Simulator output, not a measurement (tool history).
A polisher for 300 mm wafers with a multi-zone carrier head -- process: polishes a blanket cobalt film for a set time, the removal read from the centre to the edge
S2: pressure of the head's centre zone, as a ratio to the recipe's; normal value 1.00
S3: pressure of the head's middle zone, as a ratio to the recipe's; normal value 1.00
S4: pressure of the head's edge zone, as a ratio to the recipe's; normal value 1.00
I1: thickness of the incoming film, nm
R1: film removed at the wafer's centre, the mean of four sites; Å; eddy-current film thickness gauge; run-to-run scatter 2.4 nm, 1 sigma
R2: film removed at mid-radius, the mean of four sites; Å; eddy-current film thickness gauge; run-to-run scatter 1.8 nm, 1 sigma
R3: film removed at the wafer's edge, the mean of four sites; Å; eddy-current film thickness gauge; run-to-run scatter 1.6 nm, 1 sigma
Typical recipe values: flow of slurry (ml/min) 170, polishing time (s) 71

{"run": 1, "hour": 0.0, "flow of slurry (ml/min)": 170, "S2": 1.0, "S3": 1.0, "S4": 1.0, "polishing time (s)": 71, "I1": 1363.9, "R1": 2243, "R2": 2573, "R3": 2560}
{"run": 2, "hour": 64.7, "flow of slurry (ml/min)": 170, "S2": 0.94, "S3": 1.0, "S4": 1.0, "polishing time (s)": 71, "I1": 1332.5, "R1": 2035, "R2": 2481, "R3": 2466}
{"run": 3, "hour": 127.8, "flow of slurry (ml/min)": 170, "S2": 1.0, "S3": 1.0, "S4": 1.0, "polishing time (s)": 71, "I1": 1331.0, "R1": 2117, "R2": 2368, "R3": 2391}
{"run": 4, "hour": 165.3, "flow of slurry (ml/min)": 200, "S2": 1.0, "S3": 1.03, "S4": 0.92, "polishing time (s)": 71, "I1": 1316.4, "R1": 2154, "R2": 2521, "R3": 2335}
{"run": 5, "hour": 190.3, "flow of slurry (ml/min)": 170, "S2": 1.0, "S3": 1.0, "S4": 1.0, "polishing time (s)": 71, "I1": 1359.6, "R1": 2089, "R2": 2414, "R3": 2383}
{"run": 6, "hour": 260.2, "flow of slurry (ml/min)": 170, "S2": 1.0, "S3": 1.0, "S4": 0.95, "polishing time (s)": 71, "I1": 1346.7, "R1": 2086, "R2": 2385, "R3": 2308}
{"hour": 277.1, "done": "slurry nozzle cleaned"}
{"hour": 284.3, "done": "centre zone pressure recalibrated"}
{"hour": 299.3, "done": "worn pad replaced by a new one"}
{"run": 7, "hour": 299.8, "flow of slurry (ml/min)": 140, "S2": 1.0, "S3": 0.9, "S4": 1.03, "polishing time (s)": 71, "I1": 1349.0, "R1": 2469, "R2": 2298, "R3": 2560}
{"run": 8, "hour": 333.3, "flow of slurry (ml/min)": 170, "S2": 1.0, "S3": 1.0, "S4": 1.0, "polishing time (s)": 71, "I1": 1346.4, "R1": 2508, "R2": 2558, "R3": 2547}
{"run": 9, "hour": 359.0, "flow of slurry (ml/min)": 170, "S2": 0.88, "S3": 1.11, "S4": 0.93, "polishing time (s)": 71, "I1": 1362.5, "R1": 2161, "R2": 2743, "R3": 2409}
{"run": 10, "hour": 402.5, "flow of slurry (ml/min)": 170, "S2": 1.0, "S3": 1.09, "S4": 1.0, "polishing time (s)": 89, "I1": 1359.4, "R1": 2940, "R2": 3348, "R3": 3116}
{"run": 11, "hour": 448.0, "flow of slurry (ml/min)": 170, "S2": 1.0, "S3": 1.0, "S4": 1.0, "polishing time (s)": 71, "I1": 1356.1, "R1": 2343, "R2": 2438, "R3": 2419}

Estimate the outcome of run 12 from the log above:
{"run": 12, "hour": 491.1, "flow of slurry (ml/min)": 170, "S2": 1.12, "S3": 1.0, "S4": 1.0, "polishing time (s)": 71, "I1": 1336.7, "R1": "?", "R2": "?", "R3": "?"}

R1: 2552 Å
R2: 2408 Å
R3: 2405 Å
Take away the tool's hidden state, keep the run-to-run variation as it was, and the same run would have given R1 2918 Å, R2 2618 Å, R3 2615 Å.
